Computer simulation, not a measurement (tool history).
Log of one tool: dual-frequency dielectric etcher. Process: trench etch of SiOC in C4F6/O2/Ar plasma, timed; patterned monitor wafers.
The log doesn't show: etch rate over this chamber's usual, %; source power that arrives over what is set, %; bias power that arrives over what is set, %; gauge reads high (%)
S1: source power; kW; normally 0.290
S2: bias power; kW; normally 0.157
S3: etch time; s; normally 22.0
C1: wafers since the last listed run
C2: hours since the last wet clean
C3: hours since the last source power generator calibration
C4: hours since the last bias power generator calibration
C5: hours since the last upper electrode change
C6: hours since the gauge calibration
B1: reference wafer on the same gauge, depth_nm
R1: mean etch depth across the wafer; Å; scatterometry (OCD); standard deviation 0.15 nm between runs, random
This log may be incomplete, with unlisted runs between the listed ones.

Run 1, hour 0.0: usual settings; C1 0; C2 207.2; C3 2841.3; C4 2741.2; C5 2640.5; C6 1418.5; B1 38.79. Result: R1 412.0 Å.
Run 2, hour 99.8: usual settings; C1 1628; C2 307.0; C3 2941.1; C4 2841.0; C5 2740.3; C6 1518.3; B1 38.78. Result: R1 411.0 Å.
Run 3, hour 205.7: usual settings; C1 1728; C2 412.9; C3 3047.0; C4 2946.9; C5 2846.2; C6 1624.2; B1 38.80. Result: R1 412.3 Å.
Run 4, hour 265.0: usual settings; C1 967; C2 472.2; C3 3106.3; C4 3006.2; C5 2905.5; C6 1683.5; B1 38.81. Result: R1 413.7 Å.
Run 5, hour 354.4: usual settings; C1 1458; C2 561.6; C3 3195.7; C4 3095.6; C5 2994.9; C6 1772.9; B1 38.77. Result: R1 411.0 Å.
At hour 461.5: wet clean of the chamber.
Run 6, hour 462.0: usual settings; C1 1364; C2 0.5; C3 3303.3; C4 3203.2; C5 3102.5; C6 1880.5; B1 38.84. Result: R1 412.8 Å.
Run 7, hour 557.5: usual settings; C1 1558; C2 96.0; C3 3398.8; C4 3298.7; C5 3198.0; C6 1976.0; B1 38.88. Result: R1 409.1 Å.
Run 8, hour 647.9: usual settings; C1 1475; C2 186.4; C3 3489.2; C4 3389.1; C5 3288.4; C6 2066.4; B1 38.87. Result: R1 410.9 Å.
Run 9, hour 752.0: usual settings; C1 1698; C2 290.5; C3 3593.3; C4 3493.2; C5 3392.5; C6 2170.5; B1 38.87. Result: R1 413.0 Å.
Run 10, hour 817.7: usual settings; C1 1072; C2 356.2; C3 3659.0; C4 3558.9; C5 3458.2; C6 2236.2; B1 38.90. Result: R1 413.0 Å.
Run 11, hour 908.1: usual settings but S1 0.320 kW, S2 0.180 kW, S3 17.5 s; C1 1475; C2 446.6; C3 3749.4; C4 3649.3; C5 3548.6; C6 2326.6; B1 38.83. Result: R1 350.8 Å.
At hour 983.9: source power generator calibrated.
Run 12, hour 987.8: usual settings but S1 0.240 kW, S2 0.147 kW, S3 24.0 s; C1 1235; C2 526.3; C3 3.9; C4 3729.0; C5 3628.3; C6 2406.3; B1 38.90. Result: R1 407.9 Å.
At hour 1093.3: wet clean of the chamber.
Run 13, hour 1093.8: usual settings; C1 1338; C2 0.5; C3 109.9; C4 3835.0; C5 3734.3; C6 2512.3; B1 38.87. Result: R1 413.0 Å.
At hour 1150.8: gauge calibrated.
Run 14, hour 1170.1: usual settings but S1 0.220 kW, S2 0.133 kW, S3 19.0 s; C1 1245; C2 76.8; C3 186.2; C4 3911.3; C5 3810.6; C6 19.3; B1 38.02. Result: R1 296.8 Å.
Run 15, hour 1214.6: usual settings but S1 0.240 kW, S2 0.143 kW; C1 726; C2 121.3; C3 230.7; C4 3955.8; C5 3855.1; C6 63.8; B1 38.04. Result: R1 365.0 Å.
Run 16, hour 1301.0: usual settings but S3 18.5 s; C1 1409; C2 207.7; C3 317.1; C4 4042.2; C5 3941.5; C6 150.2; B1 38.11. Result: R1 340.0 Å.
Run 17, hour 1388.4: usual settings but S1 0.350 kW, S3 24.0 s; C1 1426; C2 295.1; C3 404.5; C4 4129.6; C5 4028.9; C6 237.6; B1 38.19. Result: R1 479.7 Å.
Run 18, hour 1463.0: usual settings but S1 0.240 kW, S2 0.172 kW, S3 18.5 s; C1 1217; C2 369.7; C3 479.1; C4 4204.2; C5 4103.5; C6 312.2; B1 38.19. Result: R1 317.0 Å.
At hour 1533.4: upper electrode replaced.
Run 19, hour 1533.9: usual settings but S1 0.270 kW; C1 765; C2 440.6; C3 550.0; C4 4275.1; C5 0.5; C6 383.1; B1 38.23. Result: R1 390.7 Å.
At hour 1804.4: bias power generator calibrated.
At hour 1806.3: wet clean of the chamber.
Run 20, hour 1831.6: usual settings but S1 0.320 kW, S2 0.172 kW, S3 19.0 s; C1 4762; C2 25.3; C3 847.7; C4 27.2; C5 298.2; C6 680.8; B1 38.40. Result: R1 374.5 Å.
Run 21, hour 1915.7: usual settings but S1 0.260 kW, S3 16.5 s; C1 1372; C2 109.4; C3 931.8; C4 111.3; C5 382.3; C6 764.9; B1 38.49. Result: R1 292.6 Å.
Run 22, hour 1990.7: usual settings; C1 1223; C2 184.4; C3 1006.8; C4 186.3; C5 457.3; C6 839.9; B1 38.41. Result: R1 408.8 Å.
Run 23, hour 2070.9: usual settings but S1 0.330 kW; C1 1308; C2 264.6; C3 1087.0; C4 266.5; C5 537.5; C6 920.1; B1 38.50. Result: R1 431.7 Å.
Run 24, hour 2143.1: usual settings; C1 1178; C2 336.8; C3 1159.2; C4 338.7; C5 609.7; C6 992.3; B1 38.47. Result: R1 409.2 Å.
Run 25, hour 2180.3: usual settings but S1 0.320 kW, S2 0.180 kW, S3 16.5 s; C1 607; C2 374.0; C3 1196.4; C4 375.9; C5 646.9; C6 1029.5; B1 38.47. Result: R1 329.6 Å.
Run 26, hour 2217.2: usual settings but S2 0.180 kW, S3 20.0 s; C1 602; C2 410.9; C3 1233.3; C4 412.8; C5 683.8; C6 1066.4; B1 38.50. Result: R1 380.7 Å.
Run 27, hour 2316.9: usual settings; C1 1626; C2 510.6; C3 1333.0; C4 512.5; C5 783.5; C6 1166.1; B1 38.53. Result: R1 409.1 Å.
At hour 2351.2: wet clean of the chamber.
Run 28, hour 2416.1: usual settings but S3 20.0 s; C1 1227; C2 64.9; C3 1432.2; C4 611.7; C5 882.7; C6 1265.3; B1 38.59. Result: R1 371.4 Å.
Run 29, hour 2514.5: usual settings but S1 0.310 kW, S2 0.119 kW, S3 27.5 s; C1 1605; C2 163.3; C3 1530.6; C4 710.1; C5 981.1; C6 1363.7; B1 38.64. Result: R1 502.7 Å.

What if the next run were any one of these 5? Each begins from the tool's condition after run 29:
Run A, hour 2514.9: usual settings; C1 6; C2 163.7; C3 1531.0; C4 710.5; C5 981.5; C6 1364.1; B1 ?. Result: R1 ?.
Run B, hour 2514.9: usual settings but S1 0.330 kW, S2 0.143 kW, S3 27.0 s; C1 6; C2 163.7; C3 1531.0; C4 710.5; C5 981.5; C6 1364.1; B1 ?. Result: R1 ?.
Run C, hour 2514.9: usual settings but S1 0.240 kW, S2 0.195 kW, S3 19.0 s; C1 6; C2 163.7; C3 1531.0; C4 710.5; C5 981.5; C6 1364.1; B1 ?. Result: R1 ?.
Run D, hour 2514.9: usual settings but S2 0.144 kW, S3 24.5 s; C1 6; C2 163.7; C3 1531.0; C4 710.5; C5 981.5; C6 1364.1; B1 ?. Result: R1 ?.
Run E, hour 2514.9: usual settings but S2 0.191 kW, S3 20.0 s; C1 6; C2 163.7; C3 1531.0; C4 710.5; C5 981.5; C6 1364.1; B1 ?. Result: R1 ?.

run     B1     R1
  A  38.58  408.6
  B  38.58  522.8
  C  38.58  337.6
  D  38.58  447.9
  E  38.58  385.9
Had the tool no hidden state, the same runs would have come out as:
run     R1
  A  404.6
  B  517.7
  C  334.3
  D  443.6
  E  382.2
